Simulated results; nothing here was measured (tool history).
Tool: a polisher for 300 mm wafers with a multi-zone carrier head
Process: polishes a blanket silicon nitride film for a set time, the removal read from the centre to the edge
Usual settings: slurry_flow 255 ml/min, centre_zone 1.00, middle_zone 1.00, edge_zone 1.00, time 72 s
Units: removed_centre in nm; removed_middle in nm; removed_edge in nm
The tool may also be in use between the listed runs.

run	hour	slurry_flow	centre_zone	middle_zone	edge_zone	time	wafers since the last listed run	wafers polished on this pad	hours since the slurry nozzle was cleaned	hours since the centre zone pressure was calibrated	hours since the edge zone pressure was calibrated	hours since the carrier head's membrane was replaced	incoming thickness of the incoming film, nm	removed_centre	removed_middle	removed_edge
1	0.0	255	1.00	1.00	1.00	72	0	1511	277.2	769.9	213.3	234.9	866.3	169.9	169.5	168.6
2	28.7	300	0.94	1.00	1.00	54	221	1732	305.9	798.6	242.0	263.6	839.7	121.7	129.0	128.4
# hour 35.0: worn pad replaced by a new one
3	56.3	180	1.00	0.93	0.94	79	182	164	333.5	826.2	269.6	291.2	847.8	175.9	169.1	179.2
4	77.4	175	1.00	0.95	1.00	72	163	327	354.6	847.3	290.7	312.3	857.0	161.7	155.6	163.9
# hour 92.3: centre zone pressure recalibrated
5	103.4	255	1.00	1.00	1.05	72	185	513	380.6	11.1	316.7	338.3	854.7	166.1	168.3	171.4
6	135.8	255	1.00	1.06	1.00	72	250	763	413.0	43.5	349.1	370.7	842.6	167.7	176.5	167.2
7	163.0	255	1.00	1.00	1.00	72	210	973	440.2	70.7	376.3	397.9	845.8	171.8	166.9	165.1
8	189.5	225	1.00	1.00	1.00	62	204	1178	466.7	97.2	402.8	424.4	844.8	141.4	141.6	142.8
9	221.4	255	1.00	1.00	1.00	72	246	1424	498.6	129.1	434.7	456.3	837.6	163.0	166.2	164.6
# hour 231.5: worn pad replaced by a new one
10	241.1	215	1.00	1.10	1.00	72	121	74	518.3	148.8	454.4	476.0	844.9	161.2	174.2	162.1
# hour 256.8: slurry nozzle cleaned
11	274.9	205	1.00	0.96	1.00	72	253	327	18.1	182.6	488.2	509.8	846.2	171.8	159.7	169.7
12	302.2	255	1.05	1.00	1.00	47	210	538	45.4	209.9	515.5	537.1	839.5	118.2	111.3	110.7
13	326.0	255	1.00	1.00	1.00	72	183	722	69.2	233.7	539.3	560.9	848.6	172.0	170.6	169.2
14	342.5	255	1.00	1.00	1.00	91	127	850	85.7	250.2	555.8	577.4	847.0	219.3	218.5	215.1
15	362.8	325	1.00	1.10	1.00	72	156	1007	106.0	270.5	576.1	597.7	864.8	173.7	190.6	171.8
16	379.6	255	1.00	1.00	1.04	79	129	1136	122.8	287.3	592.9	614.5	852.0	189.8	188.4	188.7
17	397.8	300	1.00	1.00	1.00	72	140	1277	141.0	305.5	611.1	632.7	839.8	176.1	174.5	171.5
18	414.6	175	1.00	1.00	1.00	72	129	1407	157.8	322.3	627.9	649.5	855.3	161.7	167.7	167.4
19	434.5	255	1.00	1.00	1.00	72	153	1561	177.7	342.2	647.8	669.4	860.0	172.5	171.4	168.2
# hour 451.9: worn pad replaced by a new one
20	453.1	255	1.00	1.00	1.00	72	112	9	196.3	360.8	666.4	688.0	846.5	170.9	168.2	169.8
21	477.9	190	1.04	1.00	1.06	87	191	200	221.1	385.6	691.2	712.8	857.1	207.5	199.4	204.1

5 ways to go on from here, each from the tool as it stands after run 21. What would each give?
A	478.3	255	1.00	1.00	1.00	72	3	203	221.5	386.0	691.6	713.2	850.8	?	?	?
B	478.3	190	1.00	1.00	0.94	72	3	203	221.5	386.0	691.6	713.2	850.8	?	?	?
C	478.3	255	0.91	1.00	0.95	72	3	203	221.5	386.0	691.6	713.2	850.8	?	?	?
D	478.3	285	0.89	1.10	1.00	82	3	203	221.5	386.0	691.6	713.2	850.8	?	?	?
E	478.3	285	1.00	1.00	1.00	72	3	203	221.5	386.0	691.6	713.2	850.8	?	?	?

run	removed_centre	removed_middle	removed_edge
A	169.1	170.0	169.4
B	163.5	165.1	162.8
C	153.7	170.1	166.9
D	173.3	212.3	194.2
E	171.0	171.8	170.7
Without the tool's hidden state the same runs would have given:
run	removed_centre	removed_middle	removed_edge
A	170.9	171.6	170.7
B	165.7	167.0	164.2
C	155.4	171.7	168.1
D	175.0	214.1	195.5
E	172.7	173.3	171.9
